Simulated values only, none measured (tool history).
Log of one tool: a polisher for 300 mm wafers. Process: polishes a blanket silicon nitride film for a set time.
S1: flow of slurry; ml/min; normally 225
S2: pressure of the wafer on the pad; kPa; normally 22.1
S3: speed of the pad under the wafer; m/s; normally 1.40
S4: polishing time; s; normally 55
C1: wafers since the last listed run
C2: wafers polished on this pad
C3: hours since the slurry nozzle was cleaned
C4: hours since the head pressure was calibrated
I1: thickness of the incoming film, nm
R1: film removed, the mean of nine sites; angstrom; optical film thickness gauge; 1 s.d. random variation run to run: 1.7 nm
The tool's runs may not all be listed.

run,day,S1,S2,S3,S4,C1,C2,C3,C4,I1,R1
1,0.000,225,22.1,1.40,65,0,1633,227.6,14.4,721.5,1411
2,1.125,225,22.1,1.40,65,141,1774,254.6,41.4,709.3,1364
3,2.429,190,22.1,1.40,55,164,1938,285.9,72.7,729.1,1118
# day 3.775: worn pad replaced by a new one
# day 4.629: slurry nozzle cleaned
4,4.650,190,22.1,1.40,55,253,104,0.5,126.0,708.8,1212
5,5.712,225,22.1,1.40,55,133,238,26.0,151.5,721.3,1225
6,6.925,225,22.1,1.40,55,152,391,55.1,180.6,724.7,1242
7,8.362,225,22.1,1.40,55,180,572,89.6,215.1,719.2,1238
8,11.308,265,22.1,1.40,55,370,942,160.3,285.8,714.9,1250
9,12.938,265,22.1,1.40,55,205,1147,199.4,324.9,715.2,1201
10,14.108,265,22.1,1.40,55,147,1295,227.5,353.0,726.7,1211
11,15.375,225,22.1,1.40,55,159,1454,257.9,383.4,723.0,1193
12,16.479,225,22.1,1.40,55,138,1593,284.4,409.9,730.4,1154
13,19.417,225,16.5,1.40,55,369,1963,354.9,480.4,729.3,920
# day 20.308: worn pad replaced by a new one
# day 21.571: slurry nozzle cleaned
14,21.829,225,16.5,1.40,55,277,186,6.2,538.3,710.4,1004
15,24.446,225,24.8,1.40,55,329,515,69.0,601.1,726.6,1348
16,26.562,225,24.8,1.40,55,266,781,119.8,651.9,725.8,1330
17,28.338,225,27.6,1.40,55,223,1005,162.4,694.5,719.9,1405
18,31.162,225,22.1,1.40,61,355,1360,230.2,762.3,729.0,1296
19,32.504,200,22.1,0.92,47,168,1529,262.4,794.5,721.3,697
# day 33.696: worn pad replaced by a new one
20,34.742,165,22.1,1.40,43,260,131,316.1,848.2,714.4,819
21,36.196,225,22.1,1.40,50,183,314,351.0,883.1,729.1,999
# day 38.504: slurry nozzle cleaned
22,38.600,225,22.1,1.40,68,297,611,2.3,940.8,706.3,1514
# day 38.833: head pressure recalibrated
23,41.429,225,22.1,1.40,55,345,957,70.2,62.3,721.8,1209
24,42.612,225,22.1,1.20,69,148,1106,98.6,90.7,719.3,1382
25,44.246,190,22.1,1.40,55,205,1311,137.8,129.9,717.6,1172
26,46.538,150,22.1,1.40,55,288,1600,192.8,184.9,714.0,1111
# day 51.146: worn pad replaced by a new one
27,51.388,190,17.2,1.40,55,589,30,309.2,301.3,721.8,937
28,53.388,225,22.1,0.94,55,251,282,357.2,349.3,704.6,832
# day 54.400: slurry nozzle cleaned
29,56.108,185,25.5,1.74,55,337,619,41.0,414.6,728.5,1601
30,59.067,225,24.8,1.40,55,372,991,112.0,485.6,722.7,1325
31,61.050,225,22.1,1.74,73,249,1241,159.6,533.2,725.2,1950
32,62.496,175,14.5,1.80,70,181,1423,194.3,567.9,715.2,1308
33,65.042,225,24.8,1.40,55,320,1743,255.4,629.0,726.5,1287
# day 66.746: worn pad replaced by a new one
34,67.383,225,22.1,1.40,55,273,80,311.6,685.2,712.7,1138
35,68.604,225,25.5,1.14,49,153,234,340.9,714.5,718.2,969
36,70.733,190,24.8,1.64,37,267,502,392.0,765.6,729.8,874

Describe how what the log doesn't record of the tool's condition differs between the last listed run preceding each entry between runs and the first listed run following it.
Run 3 -> run 4: worn pad replaced by a new one (day 3.775); slurry nozzle cleaned (day 4.629)
  slurry flow missing at the pad, %: 34.2 -> 2.75
  difference, measured minus the result without the unlogged condition, R1: -92 -> -5 angstrom
Run 13 -> run 14: worn pad replaced by a new one (day 20.308); slurry nozzle cleaned (day 21.571)
  slurry flow missing at the pad, %: 40.9 -> 8.44
  difference, measured minus the result without the unlogged condition, R1: -86 -> -12 angstrom
Run 19 -> run 20: worn pad replaced by a new one (day 33.696)
  slurry flow missing at the pad, %: 36 -> 41.8
  difference, measured minus the result without the unlogged condition, R1: -59 -> -110 angstrom
Run 21 -> run 22: slurry nozzle cleaned (day 38.504)
  slurry flow missing at the pad, %: 45.5 -> 2.92
  difference, measured minus the result without the unlogged condition, R1: -114 -> -6 angstrom
Run 22 -> run 23: head pressure recalibrated (day 38.833)
  slurry flow missing at the pad, %: 2.92 -> 10.2
  difference, measured minus the result without the unlogged condition, R1: -6 -> -17 angstrom
Run 26 -> run 27: worn pad replaced by a new one (day 51.146)
  slurry flow missing at the pad, %: 23.4 -> 35.9
  difference, measured minus the result without the unlogged condition, R1: -67 -> -84 angstrom
Run 28 -> run 29: slurry nozzle cleaned (day 54.400)
  slurry flow missing at the pad, %: 41.1 -> 9.89
  difference, measured minus the result without the unlogged condition, R1: -78 -> -28 angstrom
Run 33 -> run 34: worn pad replaced by a new one (day 66.746)
  slurry flow missing at the pad, %: 32.9 -> 39
  difference, measured minus the result without the unlogged condition, R1: -84 -> -98 angstrom
